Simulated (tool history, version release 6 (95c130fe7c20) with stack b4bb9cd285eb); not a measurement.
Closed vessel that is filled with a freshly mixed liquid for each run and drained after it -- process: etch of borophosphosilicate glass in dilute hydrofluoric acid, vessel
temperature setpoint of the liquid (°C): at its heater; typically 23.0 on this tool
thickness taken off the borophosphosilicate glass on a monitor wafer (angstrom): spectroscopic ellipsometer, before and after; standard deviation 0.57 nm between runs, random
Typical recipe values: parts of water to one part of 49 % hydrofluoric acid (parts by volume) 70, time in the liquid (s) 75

run	day	temperature setpoint of the liquid (°C)	parts of water to one part of 49 % hydrofluoric acid (parts by volume)	time in the liquid (s)	read-back film thickness of the borophosphosilicate glass reference wafer, read on the same gauge (nm)	thickness taken off the borophosphosilicate glass on a monitor wafer (angstrom)
1	0.000	23.0	70	75	79.99	578.2
2	4.388	23.0	70	55	80.01	427.1
3	8.712	23.0	70	55	80.00	421.0
4	11.379	23.0	70	55	80.01	419.0
5	13.404	21.5	70	75	79.99	549.5
6	16.296	23.0	70	75	80.02	590.0
7	18.208	25.5	70	90	80.00	765.3
8	19.975	25.5	70	90	79.97	756.2
9	24.029	23.0	70	100	80.00	766.4
10	27.454	23.0	70	100	80.00	786.6
11	29.525	23.0	70	100	80.00	757.5
12	32.512	23.0	70	75	80.01	572.9
# day 35.454: hydrofluoric acid flow meter replaced
13	38.938	20.0	70	75	79.99	502.5
14	42.258	23.0	50	75	79.98	831.0
15	46.454	25.5	60	110	80.00	1123.5
# day 50.329: thermometer replaced
16	54.062	23.0	90	115	80.01	668.1
17	56.496	23.0	70	75	80.01	574.5
18	60.117	20.5	70	75	79.97	507.7

Predict the results of run 19:
# day 62.625: gauge calibrated
19	62.925	23.0	105	50	?	?

read-back film thickness of the borophosphosilicate glass reference wafer, read on the same gauge (nm): 80.02
thickness taken off the borophosphosilicate glass on a monitor wafer (angstrom): 245.6
Had the tool carried no hidden state, the very same run would have given thickness taken off the borophosphosilicate glass on a monitor wafer (angstrom) 245.6.

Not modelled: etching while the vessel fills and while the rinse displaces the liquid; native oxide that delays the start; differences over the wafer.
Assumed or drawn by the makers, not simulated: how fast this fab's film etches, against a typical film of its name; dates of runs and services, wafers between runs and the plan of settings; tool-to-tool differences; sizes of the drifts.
